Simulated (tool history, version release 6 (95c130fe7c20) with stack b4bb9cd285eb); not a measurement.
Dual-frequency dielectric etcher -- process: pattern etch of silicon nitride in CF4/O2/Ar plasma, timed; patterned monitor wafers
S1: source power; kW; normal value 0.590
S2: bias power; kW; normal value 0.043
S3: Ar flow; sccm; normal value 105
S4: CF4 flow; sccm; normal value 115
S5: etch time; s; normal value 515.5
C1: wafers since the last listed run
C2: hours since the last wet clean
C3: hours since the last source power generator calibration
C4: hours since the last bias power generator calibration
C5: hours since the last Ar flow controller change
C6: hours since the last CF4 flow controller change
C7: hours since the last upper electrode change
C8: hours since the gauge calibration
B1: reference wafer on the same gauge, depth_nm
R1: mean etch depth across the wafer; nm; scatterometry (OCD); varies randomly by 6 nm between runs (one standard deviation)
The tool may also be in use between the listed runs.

{"run": 1, "hour": 0.0, "S1": 0.59, "S2": 0.05, "S3": 105, "S4": 103, "S5": 368.5, "C1": 0, "C2": 499.6, "C3": 441.3, "C4": 3380.5, "C5": 2859.7, "C6": 1397.3, "C7": 2943.0, "C8": 961.1, "B1": 1003.6, "R1": 708.9}
{"hour": 32.4, "done": "upper electrode replaced"}
{"run": 2, "hour": 107.7, "S1": 0.59, "S2": 0.043, "S3": 105, "S4": 115, "S5": 515.5, "C1": 192, "C2": 607.3, "C3": 549.0, "C4": 3488.2, "C5": 2967.4, "C6": 1505.0, "C7": 75.3, "C8": 1068.8, "B1": 996.7, "R1": 943.6}
{"hour": 149.2, "done": "wet clean of the chamber"}
{"run": 3, "hour": 206.8, "S1": 0.59, "S2": 0.043, "S3": 105, "S4": 115, "S5": 515.5, "C1": 172, "C2": 57.6, "C3": 648.1, "C4": 3587.3, "C5": 3066.5, "C6": 1604.1, "C7": 174.4, "C8": 1167.9, "B1": 995.7, "R1": 948.2}
{"hour": 225.7, "done": "CF4 flow controller replaced"}
{"run": 4, "hour": 310.3, "S1": 0.59, "S2": 0.043, "S3": 105, "S4": 115, "S5": 515.5, "C1": 224, "C2": 161.1, "C3": 751.6, "C4": 3690.8, "C5": 3170.0, "C6": 84.6, "C7": 277.9, "C8": 1271.4, "B1": 988.7, "R1": 948.6}
{"run": 5, "hour": 400.8, "S1": 0.59, "S2": 0.043, "S3": 119, "S4": 115, "S5": 515.5, "C1": 208, "C2": 251.6, "C3": 842.1, "C4": 3781.3, "C5": 3260.5, "C6": 175.1, "C7": 368.4, "C8": 1361.9, "B1": 984.1, "R1": 910.2}
{"run": 6, "hour": 457.3, "S1": 0.59, "S2": 0.043, "S3": 105, "S4": 115, "S5": 515.5, "C1": 129, "C2": 308.1, "C3": 898.6, "C4": 3837.8, "C5": 3317.0, "C6": 231.6, "C7": 424.9, "C8": 1418.4, "B1": 978.8, "R1": 939.0}
{"run": 7, "hour": 514.1, "S1": 0.7, "S2": 0.043, "S3": 118, "S4": 126, "S5": 613.0, "C1": 130, "C2": 364.9, "C3": 955.4, "C4": 3894.6, "C5": 3373.8, "C6": 288.4, "C7": 481.7, "C8": 1475.2, "B1": 978.3, "R1": 1290.0}
{"run": 8, "hour": 620.0, "S1": 0.59, "S2": 0.048, "S3": 105, "S4": 100, "S5": 515.5, "C1": 243, "C2": 470.8, "C3": 1061.3, "C4": 4000.5, "C5": 3479.7, "C6": 394.3, "C7": 587.6, "C8": 1581.1, "B1": 971.8, "R1": 946.4}
{"run": 9, "hour": 683.6, "S1": 0.7, "S2": 0.043, "S3": 128, "S4": 115, "S5": 515.5, "C1": 146, "C2": 534.4, "C3": 1124.9, "C4": 4064.1, "C5": 3543.3, "C6": 457.9, "C7": 651.2, "C8": 1644.7, "B1": 966.5, "R1": 1046.9}
{"hour": 773.2, "done": "gauge calibrated"}
{"run": 10, "hour": 779.3, "S1": 0.68, "S2": 0.04, "S3": 105, "S4": 95, "S5": 515.5, "C1": 219, "C2": 630.1, "C3": 1220.6, "C4": 4159.8, "C5": 3639.0, "C6": 553.6, "C7": 746.9, "C8": 6.1, "B1": 1021.5, "R1": 1059.2}
{"hour": 827.1, "done": "wet clean of the chamber"}
{"hour": 833.0, "done": "bias power generator calibrated"}
{"run": 11, "hour": 858.5, "S1": 0.59, "S2": 0.043, "S3": 105, "S4": 115, "S5": 515.5, "C1": 117, "C2": 31.4, "C3": 1299.8, "C4": 25.5, "C5": 3718.2, "C6": 632.8, "C7": 826.1, "C8": 85.3, "B1": 1020.9, "R1": 974.4}
{"hour": 892.6, "done": "Ar flow controller replaced"}
{"run": 12, "hour": 922.0, "S1": 0.59, "S2": 0.043, "S3": 105, "S4": 115, "S5": 515.5, "C1": 132, "C2": 94.9, "C3": 1363.3, "C4": 89.0, "C5": 29.4, "C6": 696.3, "C7": 889.6, "C8": 148.8, "B1": 1022.5, "R1": 984.5}
{"run": 13, "hour": 985.3, "S1": 0.59, "S2": 0.048, "S3": 94, "S4": 115, "S5": 515.5, "C1": 145, "C2": 158.2, "C3": 1426.6, "C4": 152.3, "C5": 92.7, "C6": 759.6, "C7": 952.9, "C8": 212.1, "B1": 1022.9, "R1": 1036.8}
{"run": 14, "hour": 1024.7, "S1": 0.72, "S2": 0.037, "S3": 93, "S4": 115, "S5": 636.5, "C1": 90, "C2": 197.6, "C3": 1466.0, "C4": 191.7, "C5": 132.1, "C6": 799.0, "C7": 992.3, "C8": 251.5, "B1": 1020.4, "R1": 1401.1}
{"run": 15, "hour": 1093.9, "S1": 0.59, "S2": 0.043, "S3": 105, "S4": 115, "S5": 515.5, "C1": 159, "C2": 266.8, "C3": 1535.2, "C4": 260.9, "C5": 201.3, "C6": 868.2, "C7": 1061.5, "C8": 320.7, "B1": 1019.8, "R1": 975.3}
{"run": 16, "hour": 1184.2, "S1": 0.5, "S2": 0.043, "S3": 112, "S4": 115, "S5": 515.5, "C1": 207, "C2": 357.1, "C3": 1625.5, "C4": 351.2, "C5": 291.6, "C6": 958.5, "C7": 1151.8, "C8": 411.0, "B1": 1020.4, "R1": 834.6}
{"run": 17, "hour": 1265.2, "S1": 0.59, "S2": 0.043, "S3": 105, "S4": 115, "S5": 515.5, "C1": 186, "C2": 438.1, "C3": 1706.5, "C4": 432.2, "C5": 372.6, "C6": 1039.5, "C7": 1232.8, "C8": 492.0, "B1": 1019.7, "R1": 970.0}
{"run": 18, "hour": 1306.2, "S1": 0.54, "S2": 0.052, "S3": 93, "S4": 115, "S5": 630.5, "C1": 94, "C2": 479.1, "C3": 1747.5, "C4": 473.2, "C5": 413.6, "C6": 1080.5, "C7": 1273.8, "C8": 533.0, "B1": 1015.1, "R1": 1194.6}
{"hour": 1565.4, "done": "wet clean of the chamber"}
{"run": 19, "hour": 1565.9, "S1": 0.59, "S2": 0.043, "S3": 105, "S4": 115, "S5": 515.5, "C1": 541, "C2": 0.5, "C3": 2007.2, "C4": 732.9, "C5": 673.3, "C6": 1340.2, "C7": 1533.5, "C8": 792.7, "B1": 1008.3, "R1": 963.2}
{"run": 20, "hour": 1626.4, "S1": 0.59, "S2": 0.043, "S3": 105, "S4": 115, "S5": 554.5, "C1": 139, "C2": 61.0, "C3": 2067.7, "C4": 793.4, "C5": 733.8, "C6": 1400.7, "C7": 1594.0, "C8": 853.2, "B1": 1009.0, "R1": 1042.0}
{"run": 21, "hour": 1676.1, "S1": 0.45, "S2": 0.052, "S3": 105, "S4": 96, "S5": 647.5, "C1": 114, "C2": 110.7, "C3": 2117.4, "C4": 843.1, "C5": 783.5, "C6": 1450.4, "C7": 1643.7, "C8": 902.9, "B1": 1007.5, "R1": 994.0}
{"run": 22, "hour": 1760.2, "S1": 0.65, "S2": 0.043, "S3": 105, "S4": 132, "S5": 515.5, "C1": 193, "C2": 194.8, "C3": 2201.5, "C4": 927.2, "C5": 867.6, "C6": 1534.5, "C7": 1727.8, "C8": 987.0, "B1": 1002.0, "R1": 1064.6}

Each row is a separate what-if for the run after 22, all from the same tool condition, not one after another. Results?
{"run": "A", "hour": 1760.8, "S1": 0.59, "S2": 0.043, "S3": 105, "S4": 115, "S5": 515.5, "C1": 1, "C2": 195.4, "C3": 2202.1, "C4": 927.8, "C5": 868.2, "C6": 1535.1, "C7": 1728.4, "C8": 987.6, "B1": "?", "R1": "?"}
{"run": "B", "hour": 1760.8, "S1": 0.45, "S2": 0.043, "S3": 105, "S4": 115, "S5": 515.5, "C1": 1, "C2": 195.4, "C3": 2202.1, "C4": 927.8, "C5": 868.2, "C6": 1535.1, "C7": 1728.4, "C8": 987.6, "B1": "?", "R1": "?"}
{"run": "C", "hour": 1760.8, "S1": 0.59, "S2": 0.043, "S3": 105, "S4": 115, "S5": 589.5, "C1": 1, "C2": 195.4, "C3": 2202.1, "C4": 927.8, "C5": 868.2, "C6": 1535.1, "C7": 1728.4, "C8": 987.6, "B1": "?", "R1": "?"}

run=A B1=1001.1 R1=953.6
run=B B1=1001.1 R1=749.5
run=C B1=1001.1 R1=1090.5
What these runs would have given with no unlogged condition in the tool:
run=A R1=976.5
run=B R1=767.5
run=C R1=1116.6

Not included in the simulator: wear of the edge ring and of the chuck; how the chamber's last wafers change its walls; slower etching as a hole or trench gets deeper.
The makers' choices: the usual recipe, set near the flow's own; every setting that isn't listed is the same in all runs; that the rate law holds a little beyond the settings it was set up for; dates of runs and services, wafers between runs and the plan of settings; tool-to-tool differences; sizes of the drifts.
